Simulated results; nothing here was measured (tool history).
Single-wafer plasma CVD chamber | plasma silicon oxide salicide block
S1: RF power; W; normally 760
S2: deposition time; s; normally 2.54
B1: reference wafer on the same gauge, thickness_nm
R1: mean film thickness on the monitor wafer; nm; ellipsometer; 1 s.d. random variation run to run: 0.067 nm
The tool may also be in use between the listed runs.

| run | hour | S1 | S2 | B1 | R1 |
|---|---|---|---|---|---|
| 1 | 0.0 | 760 | 2.54 | 33.868 | 27.929 |
| 2 | 12.9 | 760 | 2.54 | 33.926 | 27.739 |
| 3 | 20.8 | 760 | 2.54 | 33.867 | 27.810 |
| 4 | 29.1 | 760 | 2.54 | 33.897 | 27.718 |
| 5 | 43.4 | 760 | 2.54 | 33.884 | 27.684 |
| 6 | 50.5 | 860 | 2.54 | 33.900 | 29.650 |
| 7 | 62.7 | 860 | 2.54 | 33.922 | 29.605 |
| 8 | 74.3 | 860 | 2.54 | 33.870 | 29.449 |
| 9 | 84.4 | 705 | 2.72 | 33.905 | 28.606 |
| 10 | 93.9 | 760 | 2.54 | 33.906 | 27.829 |
|  | 111.7 | showerhead replaced |
| 11 | 112.2 | 760 | 2.54 | 33.903 | 27.694 |
| 12 | 113.8 | 760 | 2.54 | 33.951 | 27.633 |
| 13 | 129.9 | 760 | 2.54 | 33.946 | 27.760 |
| 14 | 141.9 | 630 | 3.00 | 33.888 | 29.523 |
| 15 | 155.5 | 760 | 3.04 | 33.919 | 33.157 |
| 16 | 163.0 | 855 | 2.75 | 33.906 | 31.652 |
| 17 | 169.2 | 700 | 2.18 | 33.896 | 22.649 |
| 18 | 182.4 | 760 | 2.54 | 33.903 | 27.483 |
|  | 183.3 | gauge calibrated |
| 19 | 194.5 | 645 | 2.29 | 33.912 | 22.847 |
| 20 | 204.3 | 760 | 2.28 | 33.899 | 24.853 |
|  | 214.9 | RF generator calibrated |
| 21 | 215.4 | 665 | 3.04 | 33.887 | 31.876 |
| 22 | 225.8 | 630 | 2.54 | 33.889 | 25.806 |
| 23 | 240.7 | 870 | 2.18 | 33.910 | 26.207 |
| 24 | 279.1 | 625 | 2.08 | 33.872 | 21.066 |

What does the tool deliver on the next run?
| 25 | 286.0 | 760 | 2.54 | ? | ? |

B1: 33.932
R1: 28.568 nm
Minus the tool's unlogged condition, the same run would have read R1 28.669 nm.
